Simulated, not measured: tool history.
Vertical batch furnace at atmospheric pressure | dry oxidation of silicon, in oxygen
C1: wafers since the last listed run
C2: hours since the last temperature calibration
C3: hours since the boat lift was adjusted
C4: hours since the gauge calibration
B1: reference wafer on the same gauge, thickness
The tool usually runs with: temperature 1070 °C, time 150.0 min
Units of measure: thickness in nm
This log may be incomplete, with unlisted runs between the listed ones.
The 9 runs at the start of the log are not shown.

{"run": 10, "day": 24.612, "temperature": 1070, "time": 123.0, "C1": 284, "C2": 3028.6, "C3": 3243.8, "C4": 1274.1, "B1": 155.98, "thickness": 138.03}
{"run": 11, "day": 28.729, "temperature": 1070, "time": 150.0, "C1": 740, "C2": 3127.4, "C3": 3342.6, "C4": 1372.9, "B1": 156.07, "thickness": 156.21}
{"day": 33.658, "done": "boat lift adjusted"}
{"run": 12, "day": 33.679, "temperature": 1070, "time": 150.0, "C1": 710, "C2": 3246.2, "C3": 0.5, "C4": 1491.7, "B1": 156.01, "thickness": 160.81}
{"run": 13, "day": 34.892, "temperature": 1070, "time": 150.0, "C1": 218, "C2": 3275.3, "C3": 29.6, "C4": 1520.8, "B1": 155.99, "thickness": 160.61}
{"run": 14, "day": 37.379, "temperature": 1070, "time": 118.0, "C1": 447, "C2": 3335.0, "C3": 89.3, "C4": 1580.5, "B1": 155.91, "thickness": 138.03}
{"run": 15, "day": 40.329, "temperature": 1070, "time": 150.0, "C1": 530, "C2": 3405.8, "C3": 160.1, "C4": 1651.3, "B1": 155.88, "thickness": 161.69}
{"run": 16, "day": 41.85, "temperature": 1070, "time": 150.0, "C1": 273, "C2": 3442.3, "C3": 196.6, "C4": 1687.8, "B1": 155.85, "thickness": 161.41}
{"run": 17, "day": 45.742, "temperature": 1047, "time": 189.0, "C1": 700, "C2": 3535.7, "C3": 290.0, "C4": 1781.2, "B1": 155.99, "thickness": 157.71}
{"run": 18, "day": 49.367, "temperature": 1084, "time": 77.5, "C1": 652, "C2": 3622.7, "C3": 377.0, "C4": 1868.2, "B1": 156.03, "thickness": 118.0}
{"run": 19, "day": 52.167, "temperature": 1070, "time": 128.5, "C1": 503, "C2": 3689.9, "C3": 444.2, "C4": 1935.4, "B1": 155.97, "thickness": 145.41}
{"run": 20, "day": 56.225, "temperature": 1084, "time": 213.0, "C1": 729, "C2": 3787.3, "C3": 541.6, "C4": 2032.8, "B1": 155.93, "thickness": 219.9}
{"run": 21, "day": 59.283, "temperature": 1063, "time": 121.5, "C1": 550, "C2": 3860.7, "C3": 615.0, "C4": 2106.2, "B1": 155.99, "thickness": 133.87}
{"day": 62.779, "done": "thermocouples replaced and temperature profile calibrated"}
{"run": 22, "day": 63.238, "temperature": 1087, "time": 215.0, "C1": 531, "C2": 11.0, "C3": 709.9, "C4": 2201.1, "B1": 155.9, "thickness": 226.22}
{"run": 23, "day": 66.6, "temperature": 1080, "time": 169.5, "C1": 604, "C2": 91.7, "C3": 790.6, "C4": 2281.8, "B1": 156.01, "thickness": 186.72}
{"day": 66.771, "done": "gauge calibrated"}
{"run": 24, "day": 68.7, "temperature": 1080, "time": 150.0, "C1": 377, "C2": 142.1, "C3": 841.0, "C4": 46.3, "B1": 156.12, "thickness": 172.17}
{"run": 25, "day": 72.588, "temperature": 1070, "time": 150.0, "C1": 699, "C2": 235.4, "C3": 934.3, "C4": 139.6, "B1": 155.91, "thickness": 160.68}
{"run": 26, "day": 74.133, "temperature": 1070, "time": 150.0, "C1": 278, "C2": 272.5, "C3": 971.4, "C4": 176.7, "B1": 156.06, "thickness": 160.3}
{"run": 27, "day": 77.146, "temperature": 1055, "time": 86.5, "C1": 541, "C2": 344.8, "C3": 1043.7, "C4": 249.0, "B1": 156.06, "thickness": 100.45}
{"run": 28, "day": 80.033, "temperature": 1048, "time": 150.0, "C1": 519, "C2": 414.1, "C3": 1113.0, "C4": 318.3, "B1": 156.15, "thickness": 137.14}
{"run": 29, "day": 83.55, "temperature": 1070, "time": 184.5, "C1": 632, "C2": 498.5, "C3": 1197.4, "C4": 402.7, "B1": 155.97, "thickness": 181.18}
{"run": 30, "day": 86.908, "temperature": 1063, "time": 92.0, "C1": 604, "C2": 579.1, "C3": 1278.0, "C4": 483.3, "B1": 156.04, "thickness": 110.63}

Each row is a separate what-if for the run after 30, all from the same tool condition, not one after another. Results?
{"run": "A", "day": 87.142, "temperature": 1070, "time": 83.5, "C1": 41, "C2": 584.7, "C3": 1283.6, "C4": 488.9, "B1": "?", "thickness": "?"}
{"run": "B", "day": 87.142, "temperature": 1070, "time": 114.5, "C1": 41, "C2": 584.7, "C3": 1283.6, "C4": 488.9, "B1": "?", "thickness": "?"}
{"run": "C", "day": 87.142, "temperature": 1079, "time": 97.5, "C1": 41, "C2": 584.7, "C3": 1283.6, "C4": 488.9, "B1": "?", "thickness": "?"}

run=A B1=155.99 thickness=110.35
run=B B1=155.99 thickness=135.05
run=C B1=155.99 thickness=130.27
Without the tool's hidden state the same runs would have given:
run=A thickness=111.19
run=B thickness=136.04
run=C thickness=131.21

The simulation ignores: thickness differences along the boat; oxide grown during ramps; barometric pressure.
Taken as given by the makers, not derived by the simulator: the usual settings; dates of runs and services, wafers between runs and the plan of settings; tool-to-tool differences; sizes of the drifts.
